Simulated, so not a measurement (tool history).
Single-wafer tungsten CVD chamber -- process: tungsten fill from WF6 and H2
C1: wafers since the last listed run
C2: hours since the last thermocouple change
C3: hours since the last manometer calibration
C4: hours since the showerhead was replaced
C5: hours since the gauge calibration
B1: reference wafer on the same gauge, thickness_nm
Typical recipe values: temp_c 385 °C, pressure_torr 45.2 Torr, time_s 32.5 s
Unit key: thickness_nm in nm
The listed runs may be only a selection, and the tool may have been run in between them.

{"run": 1, "day": 0.0, "temp_c": 385, "pressure_torr": 45.2, "time_s": 35.3, "C1": 0, "C2": 1520.4, "C3": 718, "C4": 2131.7, "C5": 955.4, "B1": 76.2, "thickness_nm": 101.23}
{"run": 2, "day": 3.042, "temp_c": 385, "pressure_torr": 45.2, "time_s": 35.3, "C1": 2468, "C2": 1593.4, "C3": 791, "C4": 2204.7, "C5": 1028.4, "B1": 76.16, "thickness_nm": 100.614}
{"run": 3, "day": 5.775, "temp_c": 385, "pressure_torr": 45.2, "time_s": 32.5, "C1": 2218, "C2": 1659, "C3": 856.6, "C4": 2270.3, "C5": 1094, "B1": 76.281, "thickness_nm": 93.15}
{"run": 4, "day": 9.604, "temp_c": 385, "pressure_torr": 45.2, "time_s": 32.5, "C1": 3107, "C2": 1750.9, "C3": 948.5, "C4": 2362.2, "C5": 1185.9, "B1": 76.183, "thickness_nm": 92.892}
{"run": 5, "day": 11.621, "temp_c": 385, "pressure_torr": 45.2, "time_s": 32.5, "C1": 1636, "C2": 1799.3, "C3": 996.9, "C4": 2410.6, "C5": 1234.3, "B1": 76.206, "thickness_nm": 91.928}
{"day": 11.85, "done": "gauge calibrated"}
{"run": 6, "day": 15.579, "temp_c": 385, "pressure_torr": 45.2, "time_s": 32.5, "C1": 3212, "C2": 1894.3, "C3": 1091.9, "C4": 2505.6, "C5": 89.5, "B1": 76.241, "thickness_nm": 92.938}
{"run": 7, "day": 18.596, "temp_c": 385, "pressure_torr": 45.2, "time_s": 32.5, "C1": 2448, "C2": 1966.7, "C3": 1164.3, "C4": 2578, "C5": 161.9, "B1": 76.217, "thickness_nm": 93.034}
{"run": 8, "day": 21.433, "temp_c": 385, "pressure_torr": 45.2, "time_s": 32.5, "C1": 2302, "C2": 2034.8, "C3": 1232.4, "C4": 2646.1, "C5": 230, "B1": 76.231, "thickness_nm": 93.157}
{"run": 9, "day": 25.588, "temp_c": 385, "pressure_torr": 45.2, "time_s": 32.5, "C1": 3371, "C2": 2134.5, "C3": 1332.1, "C4": 2745.8, "C5": 329.7, "B1": 76.277, "thickness_nm": 92.665}
{"run": 10, "day": 29.967, "temp_c": 385, "pressure_torr": 45.2, "time_s": 32.5, "C1": 3554, "C2": 2239.6, "C3": 1437.2, "C4": 2850.9, "C5": 434.8, "B1": 76.223, "thickness_nm": 93.45}
{"day": 32.667, "done": "showerhead replaced"}
{"run": 11, "day": 33.667, "temp_c": 385, "pressure_torr": 45.2, "time_s": 32.5, "C1": 2732, "C2": 2328.4, "C3": 1526, "C4": 24, "C5": 523.6, "B1": 76.19, "thickness_nm": 92.912}
{"day": 35.612, "done": "thermocouple changed; heater temperature recalibrated"}
{"run": 12, "day": 35.633, "temp_c": 385, "pressure_torr": 45.2, "time_s": 32.5, "C1": 1325, "C2": 0.5, "C3": 1573.2, "C4": 71.2, "C5": 570.8, "B1": 76.205, "thickness_nm": 89.662}
{"run": 13, "day": 37.983, "temp_c": 385, "pressure_torr": 45.2, "time_s": 32.5, "C1": 1907, "C2": 56.9, "C3": 1629.6, "C4": 127.6, "C5": 627.2, "B1": 76.175, "thickness_nm": 90.048}
{"run": 14, "day": 40.858, "temp_c": 385, "pressure_torr": 45.2, "time_s": 32.5, "C1": 2333, "C2": 125.9, "C3": 1698.6, "C4": 196.6, "C5": 696.2, "B1": 76.173, "thickness_nm": 90.267}
{"run": 15, "day": 43.425, "temp_c": 385, "pressure_torr": 45.2, "time_s": 31.1, "C1": 2083, "C2": 187.5, "C3": 1760.2, "C4": 258.2, "C5": 757.8, "B1": 76.213, "thickness_nm": 87.426}
{"day": 45.675, "done": "capacitance manometer re-zeroed and calibrated"}
{"run": 16, "day": 45.75, "temp_c": 385, "pressure_torr": 45.2, "time_s": 31.1, "C1": 1616, "C2": 243.3, "C3": 1.8, "C4": 314, "C5": 813.6, "B1": 76.183, "thickness_nm": 89.537}
{"run": 17, "day": 49.821, "temp_c": 397, "pressure_torr": 45.2, "time_s": 35.2, "C1": 3303, "C2": 341, "C3": 99.5, "C4": 411.7, "C5": 911.3, "B1": 76.162, "thickness_nm": 131.109}
{"run": 18, "day": 53.412, "temp_c": 385, "pressure_torr": 45.2, "time_s": 32.5, "C1": 2915, "C2": 427.2, "C3": 185.7, "C4": 497.9, "C5": 997.5, "B1": 76.2, "thickness_nm": 92.593}
{"run": 19, "day": 55.088, "temp_c": 385, "pressure_torr": 38.9, "time_s": 32.5, "C1": 1359, "C2": 467.4, "C3": 225.9, "C4": 538.1, "C5": 1037.7, "B1": 76.186, "thickness_nm": 87.1}
{"run": 20, "day": 57.704, "temp_c": 385, "pressure_torr": 45.2, "time_s": 36.9, "C1": 2123, "C2": 530.2, "C3": 288.7, "C4": 600.9, "C5": 1100.5, "B1": 76.119, "thickness_nm": 106.142}
{"run": 21, "day": 61.179, "temp_c": 385, "pressure_torr": 34.3, "time_s": 32.5, "C1": 2820, "C2": 613.6, "C3": 372.1, "C4": 684.3, "C5": 1183.9, "B1": 76.236, "thickness_nm": 81.543}
{"run": 22, "day": 64.004, "temp_c": 378, "pressure_torr": 56.4, "time_s": 30.7, "C1": 2292, "C2": 681.4, "C3": 439.9, "C4": 752.1, "C5": 1251.7, "B1": 76.26, "thickness_nm": 82.82}
{"day": 64.1, "done": "gauge calibrated"}
{"run": 23, "day": 67.896, "temp_c": 392, "pressure_torr": 34.1, "time_s": 32.5, "C1": 3158, "C2": 774.8, "C3": 533.3, "C4": 845.5, "C5": 91.1, "B1": 76.14, "thickness_nm": 94.432}
{"run": 24, "day": 70.808, "temp_c": 398, "pressure_torr": 50.4, "time_s": 32.5, "C1": 2363, "C2": 844.7, "C3": 603.2, "C4": 915.4, "C5": 161, "B1": 76.23, "thickness_nm": 128.672}
{"run": 25, "day": 73.688, "temp_c": 376, "pressure_torr": 45.2, "time_s": 28.7, "C1": 2336, "C2": 913.8, "C3": 672.3, "C4": 984.5, "C5": 230.1, "B1": 76.211, "thickness_nm": 66.714}
{"run": 26, "day": 76.096, "temp_c": 393, "pressure_torr": 55.6, "time_s": 36.8, "C1": 1954, "C2": 971.6, "C3": 730.1, "C4": 1042.3, "C5": 287.9, "B1": 76.215, "thickness_nm": 136.46}
{"run": 27, "day": 78.496, "temp_c": 396, "pressure_torr": 36.4, "time_s": 28.7, "C1": 1947, "C2": 1029.2, "C3": 787.7, "C4": 1099.9, "C5": 345.5, "B1": 76.175, "thickness_nm": 93.584}
{"run": 28, "day": 82.725, "temp_c": 385, "pressure_torr": 45.2, "time_s": 35.3, "C1": 3432, "C2": 1130.7, "C3": 889.2, "C4": 1201.4, "C5": 447, "B1": 76.151, "thickness_nm": 100.467}
{"run": 29, "day": 86.854, "temp_c": 380, "pressure_torr": 35.4, "time_s": 35.6, "C1": 3351, "C2": 1229.8, "C3": 988.3, "C4": 1300.5, "C5": 546.1, "B1": 76.188, "thickness_nm": 81.225}
{"run": 30, "day": 88.462, "temp_c": 373, "pressure_torr": 41.1, "time_s": 35.3, "C1": 1305, "C2": 1268.4, "C3": 1026.9, "C4": 1339.1, "C5": 584.7, "B1": 76.244, "thickness_nm": 73.636}
{"run": 31, "day": 91.354, "temp_c": 385, "pressure_torr": 45.2, "time_s": 32.5, "C1": 2346, "C2": 1337.8, "C3": 1096.3, "C4": 1408.5, "C5": 654.1, "B1": 76.203, "thickness_nm": 92.141}
{"run": 32, "day": 94.5, "temp_c": 385, "pressure_torr": 45.2, "time_s": 29.3, "C1": 2553, "C2": 1413.3, "C3": 1171.8, "C4": 1484, "C5": 729.6, "B1": 76.194, "thickness_nm": 83.039}
{"run": 33, "day": 96.517, "temp_c": 378, "pressure_torr": 54.4, "time_s": 26.8, "C1": 1636, "C2": 1461.7, "C3": 1220.2, "C4": 1532.4, "C5": 778, "B1": 76.221, "thickness_nm": 70.962}

Difference, measured minus no-hidden-state, one row per run. Run-to-run variation is common to both terms; the gauge's own scatter need not be:
Unlogged tool condition in this case: wafer temperature above the value expected at the setpoint (K); true pressure above the setpoint (%); gauge reads high (%).
run=1 thickness_nm=-0.147
run=2 thickness_nm=-0.247
run=3 thickness_nm=-0.303
run=4 thickness_nm=-0.389
run=5 thickness_nm=-0.426
run=6 thickness_nm=-0.5
run=7 thickness_nm=-0.546
run=8 thickness_nm=-0.583
run=9 thickness_nm=-0.627
run=10 thickness_nm=-0.672
run=11 thickness_nm=-0.695
run=12 thickness_nm=-3.384
run=13 thickness_nm=-3.219
run=14 thickness_nm=-3.024
run=15 thickness_nm=-2.767
run=16 thickness_nm=+0.704
run=17 thickness_nm=+0.514
run=18 thickness_nm=+0.209
run=19 thickness_nm=+0.08
run=20 thickness_nm=-0.012
run=21 thickness_nm=-0.195
run=22 thickness_nm=-0.125
run=23 thickness_nm=-0.56
run=24 thickness_nm=-0.863
run=25 thickness_nm=-0.316
run=26 thickness_nm=-0.883
run=27 thickness_nm=-0.838
run=28 thickness_nm=-0.741
run=29 thickness_nm=-0.668
run=30 thickness_nm=-0.515
run=31 thickness_nm=-0.764
run=32 thickness_nm=-0.707
run=33 thickness_nm=-0.468
